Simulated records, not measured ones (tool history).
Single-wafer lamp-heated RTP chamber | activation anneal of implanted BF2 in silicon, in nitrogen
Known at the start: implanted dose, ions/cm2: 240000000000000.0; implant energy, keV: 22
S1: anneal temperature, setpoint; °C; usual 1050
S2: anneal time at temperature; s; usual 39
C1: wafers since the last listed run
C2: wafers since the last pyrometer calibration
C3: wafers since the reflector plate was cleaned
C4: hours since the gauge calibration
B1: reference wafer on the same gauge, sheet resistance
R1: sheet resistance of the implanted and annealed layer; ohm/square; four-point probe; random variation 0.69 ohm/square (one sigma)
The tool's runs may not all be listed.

run	day	S1	S2	C1	C2	C3	C4	B1	R1
1	0.000	1050	39	0	6214	3023	96.0	395.97	462.97
2	0.333	1058	39	118	6332	3141	104.0	395.87	460.87
3	0.829	1058	39	175	6508	3317	115.9	396.08	461.48
4	1.479	1058	39	230	6738	3547	131.5	395.86	461.70
5	2.129	1050	39	230	6969	3778	147.1	395.95	463.96
6	2.379	1050	39	88	7057	3866	153.1	396.01	462.17
7	2.662	1050	39	100	7158	3967	159.9	395.91	462.61
8	3.179	1050	52	183	7341	4150	172.3	395.95	458.31
# day 3.729: pyrometer window cleaned and pyrometer calibrated
9	3.808	1050	39	104	27	4255	187.4	395.83	462.07
# day 4.588: reflector plate cleaned
10	4.608	1050	39	165	192	7	206.6	396.11	463.36
11	4.875	1041	46	94	287	101	213.0	395.95	463.14
12	5.442	1050	39	200	488	302	226.6	396.15	464.06
13	5.817	1029	28	132	621	435	235.6	395.99	470.29
# day 6.512: gauge calibrated
14	6.562	1037	49	264	885	699	1.2	395.89	464.40
15	7.233	1065	58	237	1123	937	17.3	396.03	450.51
16	7.567	1050	39	118	1241	1056	25.3	396.10	462.47
17	8.267	1058	31	248	1490	1304	42.1	396.05	465.03
18	8.529	1050	39	93	1583	1397	48.4	396.08	463.00
19	9.046	1065	39	183	1766	1580	60.8	395.90	458.33
20	9.438	1060	49	138	1905	1719	70.2	395.98	457.14
21	9.954	1030	55	183	2088	1902	82.6	396.06	464.09
22	10.404	1050	51	159	2247	2062	93.4	395.97	458.69
23	10.933	1050	39	187	2435	2249	106.1	395.95	462.90

Hidden state at the last listed run before each entry between runs and at the first one after, where it differs:
Between runs 8 and 9: pyrometer window cleaned and pyrometer calibrated (day 3.729)
  no hidden state differs between the two runs
Between runs 9 and 10: reflector plate cleaned (day 4.588)
  no hidden state differs between the two runs
Between runs 13 and 14: gauge calibrated (day 6.512)
  no hidden state differs between the two runs

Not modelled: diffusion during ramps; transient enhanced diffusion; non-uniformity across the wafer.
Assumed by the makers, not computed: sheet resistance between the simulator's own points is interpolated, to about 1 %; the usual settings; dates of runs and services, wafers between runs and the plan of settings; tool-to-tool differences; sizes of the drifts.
